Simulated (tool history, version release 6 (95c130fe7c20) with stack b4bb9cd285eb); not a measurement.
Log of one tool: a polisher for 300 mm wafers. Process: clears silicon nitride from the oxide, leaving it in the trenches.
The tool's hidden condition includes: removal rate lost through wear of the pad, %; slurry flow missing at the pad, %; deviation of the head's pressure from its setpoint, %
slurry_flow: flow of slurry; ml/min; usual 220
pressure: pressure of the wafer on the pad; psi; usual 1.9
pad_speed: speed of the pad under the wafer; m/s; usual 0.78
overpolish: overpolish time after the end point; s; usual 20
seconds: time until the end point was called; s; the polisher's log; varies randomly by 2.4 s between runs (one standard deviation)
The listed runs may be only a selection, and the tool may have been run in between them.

| run | hour | slurry_flow | pressure | pad_speed | overpolish | wafers since the last listed run | wafers polished on this pad | hours since the slurry nozzle was cleaned | hours since the head pressure was calibrated | incoming thickness of the incoming film, nm | seconds |
|---|---|---|---|---|---|---|---|---|---|---|---|
| 1 | 0.0 | 220 | 1.9 | 0.90 | 20 | 0 | 922 | 316.5 | 273.0 | 64.7 | 137.7 |
| 2 | 67.0 | 220 | 1.9 | 0.78 | 20 | 573 | 1495 | 383.5 | 340.0 | 65.0 | 152.3 |
| 3 | 115.7 | 220 | 1.9 | 0.78 | 20 | 416 | 1912 | 432.2 | 388.7 | 65.8 | 160.1 |
|  | 147.5 | slurry nozzle cleaned |
| 4 | 159.7 | 220 | 2.2 | 0.78 | 20 | 368 | 2280 | 12.2 | 432.7 | 65.0 | 132.5 |
| 5 | 193.2 | 220 | 2.2 | 0.78 | 20 | 286 | 2567 | 45.7 | 466.2 | 66.2 | 137.6 |
| 6 | 239.4 | 220 | 1.9 | 0.78 | 20 | 395 | 2963 | 91.9 | 512.4 | 64.4 | 155.2 |
| 7 | 294.8 | 220 | 1.9 | 0.78 | 20 | 474 | 3437 | 147.3 | 567.8 | 65.9 | 158.9 |
| 8 | 323.7 | 220 | 1.9 | 0.78 | 20 | 247 | 3684 | 176.2 | 596.7 | 65.8 | 154.0 |
|  | 366.7 | worn pad replaced by a new one |
| 9 | 389.9 | 220 | 1.9 | 0.78 | 20 | 532 | 198 | 242.4 | 662.9 | 64.8 | 149.3 |
| 10 | 417.0 | 220 | 1.9 | 0.78 | 20 | 232 | 430 | 269.5 | 690.0 | 64.4 | 147.9 |
| 11 | 478.9 | 220 | 1.9 | 0.72 | 20 | 529 | 960 | 331.4 | 751.9 | 64.6 | 157.6 |
| 12 | 503.4 | 220 | 1.9 | 0.72 | 20 | 209 | 1170 | 355.9 | 776.4 | 65.8 | 169.1 |
| 13 | 559.7 | 220 | 1.5 | 0.78 | 20 | 482 | 1652 | 412.2 | 832.7 | 65.4 | 190.6 |
|  | 605.4 | head pressure recalibrated |
| 14 | 605.9 | 285 | 1.3 | 0.56 | 26 | 378 | 2030 | 458.4 | 0.5 | 64.6 | 333.4 |
|  | 645.4 | slurry nozzle cleaned |
| 15 | 649.2 | 290 | 1.3 | 0.78 | 20 | 362 | 2392 | 3.8 | 43.8 | 64.2 | 236.4 |
| 16 | 709.4 | 220 | 2.1 | 0.68 | 20 | 515 | 2908 | 64.0 | 104.0 | 65.9 | 175.0 |
| 17 | 772.3 | 220 | 2.5 | 0.68 | 20 | 538 | 3446 | 126.9 | 166.9 | 64.6 | 140.2 |
| 18 | 801.8 | 220 | 1.3 | 0.52 | 20 | 252 | 3699 | 156.4 | 196.4 | 63.9 | 342.7 |
|  | 856.4 | worn pad replaced by a new one |
| 19 | 856.9 | 270 | 1.9 | 0.78 | 20 | 437 | 4 | 211.5 | 251.5 | 64.9 | 159.3 |
| 20 | 925.3 | 220 | 2.6 | 0.68 | 20 | 585 | 589 | 279.9 | 319.9 | 65.5 | 134.9 |
| 21 | 963.8 | 260 | 1.3 | 0.58 | 16 | 329 | 919 | 318.4 | 358.4 | 64.8 | 309.4 |
| 22 | 1013.4 | 220 | 2.1 | 0.78 | 20 | 424 | 1343 | 368.0 | 408.0 | 64.7 | 142.2 |
| 23 | 1081.1 | 220 | 1.9 | 0.78 | 20 | 579 | 1923 | 435.7 | 475.7 | 64.7 | 155.5 |
| 24 | 1152.5 | 220 | 1.9 | 0.78 | 20 | 611 | 2534 | 507.1 | 547.1 | 64.8 | 154.3 |
|  | 1180.2 | slurry nozzle cleaned |
| 25 | 1180.7 | 220 | 1.9 | 0.78 | 20 | 232 | 2767 | 0.5 | 575.3 | 64.3 | 156.4 |
| 26 | 1232.4 | 220 | 1.9 | 0.58 | 26 | 442 | 3210 | 52.2 | 627.0 | 65.1 | 212.0 |
|  | 1295.5 | worn pad replaced by a new one |
| 27 | 1296.0 | 220 | 1.9 | 0.78 | 20 | 510 | 4 | 115.8 | 690.6 | 64.2 | 146.4 |
| 28 | 1328.7 | 220 | 1.9 | 0.78 | 20 | 279 | 284 | 148.5 | 723.3 | 66.4 | 159.1 |
| 29 | 1386.2 | 145 | 1.5 | 0.88 | 13 | 492 | 776 | 206.0 | 780.8 | 65.9 | 178.5 |
| 30 | 1454.4 | 220 | 1.9 | 0.78 | 14 | 583 | 1360 | 274.2 | 849.0 | 65.3 | 149.2 |
| 31 | 1486.0 | 220 | 1.9 | 0.70 | 12 | 270 | 1631 | 305.8 | 880.6 | 66.1 | 168.2 |
|  | 1495.4 | head pressure recalibrated |
| 32 | 1528.1 | 220 | 1.9 | 0.78 | 20 | 343 | 1974 | 347.9 | 32.7 | 64.8 | 164.6 |
| 33 | 1732.5 | 280 | 2.1 | 0.78 | 20 | 1749 | 3724 | 552.3 | 237.1 | 64.8 | 140.8 |
|  | 1741.8 | slurry nozzle cleaned |
| 34 | 1790.3 | 220 | 2.5 | 0.78 | 14 | 486 | 4210 | 48.5 | 294.9 | 64.6 | 121.8 |
| 35 | 1821.6 | 280 | 1.6 | 0.78 | 29 | 267 | 4478 | 79.8 | 326.2 | 64.9 | 181.8 |
|  | 1860.0 | worn pad replaced by a new one |
| 36 | 1869.8 | 260 | 2.1 | 0.94 | 20 | 378 | 84 | 128.0 | 374.4 | 64.9 | 116.0 |
| 37 | 1929.5 | 185 | 1.9 | 0.78 | 28 | 511 | 595 | 187.7 | 434.1 | 64.6 | 160.9 |
| 38 | 1959.4 | 160 | 1.9 | 0.70 | 20 | 255 | 851 | 217.6 | 464.0 | 65.1 | 187.8 |

Alternative continuations, all from the tool just after run 38; predict every row:
| A | 1959.9 | 220 | 1.9 | 0.78 | 20 | 4 | 855 | 218.1 | 464.5 | 65.2 | ? |
| B | 1959.9 | 220 | 1.9 | 0.78 | 11 | 4 | 855 | 218.1 | 464.5 | 65.2 | ? |
| C | 1959.9 | 200 | 1.3 | 0.78 | 20 | 4 | 855 | 218.1 | 464.5 | 65.2 | ? |

| run | seconds |
|---|---|
| A | 155.3 |
| B | 155.3 |
| C | 229.9 |
Take away the tool's hidden state, keep each run's random variation, and the runs would have read:
| run | seconds |
|---|---|
| A | 167.0 |
| B | 167.0 |
| C | 247.3 |

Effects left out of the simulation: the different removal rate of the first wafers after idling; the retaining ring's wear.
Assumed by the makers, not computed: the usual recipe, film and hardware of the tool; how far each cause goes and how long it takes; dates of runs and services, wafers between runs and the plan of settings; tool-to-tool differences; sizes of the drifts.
